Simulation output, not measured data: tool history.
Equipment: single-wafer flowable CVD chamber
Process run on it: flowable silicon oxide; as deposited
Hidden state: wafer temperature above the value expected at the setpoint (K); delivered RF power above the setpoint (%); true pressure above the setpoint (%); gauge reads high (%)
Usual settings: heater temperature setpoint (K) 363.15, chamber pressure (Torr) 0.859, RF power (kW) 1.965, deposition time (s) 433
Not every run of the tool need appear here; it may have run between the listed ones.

run,hour,heater temperature setpoint (K),chamber pressure (Torr),RF power (kW),deposition time (s),wafers since the last listed run,hours since the last thermocouple change,hours since the last RF generator calibration,hours since the last manometer calibration,hours since the showerhead was replaced,hours since the gauge calibration,"read-back reference wafer on the same gauge, thickness_nm",mean film thickness on the monitor wafer (nm)
1,0.0,363.15,0.859,1.965,433,0,807.2,2626.6,1478.2,3574.6,308.4,422.516,422.249
2,17.0,363.15,0.859,1.685,433,62,824.2,2643.6,1495.2,3591.6,325.4,421.850,400.448
3,37.9,363.15,0.859,1.685,433,76,845.1,2664.5,1516.1,3612.5,346.3,422.227,401.616
# hour 88.9: thermocouple changed; heater temperature recalibrated
4,105.3,363.15,0.859,1.965,433,217,16.4,2731.9,1583.5,3679.9,413.7,422.248,414.925
5,137.6,363.15,0.859,1.965,433,118,48.7,2764.2,1615.8,3712.2,446.0,421.396,415.178
# hour 159.3: RF generator calibrated
6,169.2,363.15,0.859,1.965,433,86,80.3,9.9,1647.4,3743.8,477.6,422.103,411.924
7,191.9,375.15,0.859,2.110,433,83,103.0,32.6,1670.1,3766.5,500.3,422.195,269.714
8,209.1,363.15,0.859,1.965,433,62,120.2,49.8,1687.3,3783.7,517.5,421.648,413.723
9,237.7,363.15,0.859,1.965,433,104,148.8,78.4,1715.9,3812.3,546.1,422.366,416.069
# hour 260.0: showerhead replaced, of another model than before
10,260.6,363.15,0.955,1.860,351,54,171.7,101.3,1738.8,0.6,569.0,421.338,344.357
11,291.4,363.15,1.015,1.965,433,112,202.5,132.1,1769.6,31.4,599.8,421.704,446.525
12,320.7,363.15,1.051,1.965,386,107,231.8,161.4,1798.9,60.7,629.1,422.020,406.704
# hour 345.2: capacitance manometer re-zeroed and calibrated
13,353.8,363.15,0.859,1.965,433,91,264.9,194.5,8.6,93.8,662.2,422.038,392.431
14,374.1,371.15,0.756,2.095,400,74,285.2,214.8,28.9,114.1,682.5,421.933,252.207
# hour 383.4: gauge calibrated
15,386.9,363.15,0.859,2.245,517,46,298.0,227.6,41.7,126.9,3.5,421.980,486.707
16,409.6,353.15,0.993,2.170,463,83,320.7,250.3,64.4,149.6,26.2,422.170,658.610
17,435.6,363.15,0.983,1.965,433,95,346.7,276.3,90.4,175.6,52.2,422.271,428.505
18,454.0,363.15,0.922,2.090,502,67,365.1,294.7,108.8,194.0,70.6,421.491,480.657
19,486.8,363.15,0.969,1.745,433,120,397.9,327.5,141.6,226.8,103.4,421.848,412.373
20,518.5,355.15,0.859,1.965,512,116,429.6,359.2,173.3,258.5,135.1,421.864,620.893
21,543.3,349.15,0.859,1.965,487,90,454.4,384.0,198.1,283.3,159.9,422.469,707.234
22,568.4,356.15,1.071,1.825,433,91,479.5,409.1,223.2,308.4,185.0,422.370,563.893
23,597.9,363.15,1.044,2.320,481,108,509.0,438.6,252.7,337.9,214.5,422.055,503.223
24,615.8,363.15,0.983,1.965,433,65,526.9,456.5,270.6,355.8,232.4,422.010,432.775
25,650.1,363.15,0.859,1.965,433,125,561.2,490.8,304.9,390.1,266.7,422.453,400.233
26,664.6,363.15,0.859,2.285,433,53,575.7,505.3,319.4,404.6,281.2,422.304,407.553
27,696.4,363.15,0.859,1.965,433,116,607.5,537.1,351.2,436.4,313.0,421.616,398.581
28,728.4,374.15,0.756,2.315,362,117,639.5,569.1,383.2,468.4,345.0,421.668,212.876

Here are 4 independent what-if runs from the current tool condition. What would each one return?
A,728.9,363.15,0.859,1.965,433,1,640.0,569.6,383.7,468.9,345.5,?,?
B,728.9,378.15,1.026,1.965,504,1,640.0,569.6,383.7,468.9,345.5,?,?
C,728.9,370.15,0.859,1.965,433,1,640.0,569.6,383.7,468.9,345.5,?,?
D,728.9,363.15,0.979,1.965,467,1,640.0,569.6,383.7,468.9,345.5,?,?

run,"read-back reference wafer on the same gauge, thickness_nm",mean film thickness on the monitor wafer (nm)
A,422.110,398.211
B,422.110,290.181
C,422.110,305.194
D,422.110,462.491
Had the tool no hidden state, the same runs would have come out as:
run,mean film thickness on the monitor wafer (nm)
A,391.462
B,285.496
C,300.022
D,455.024
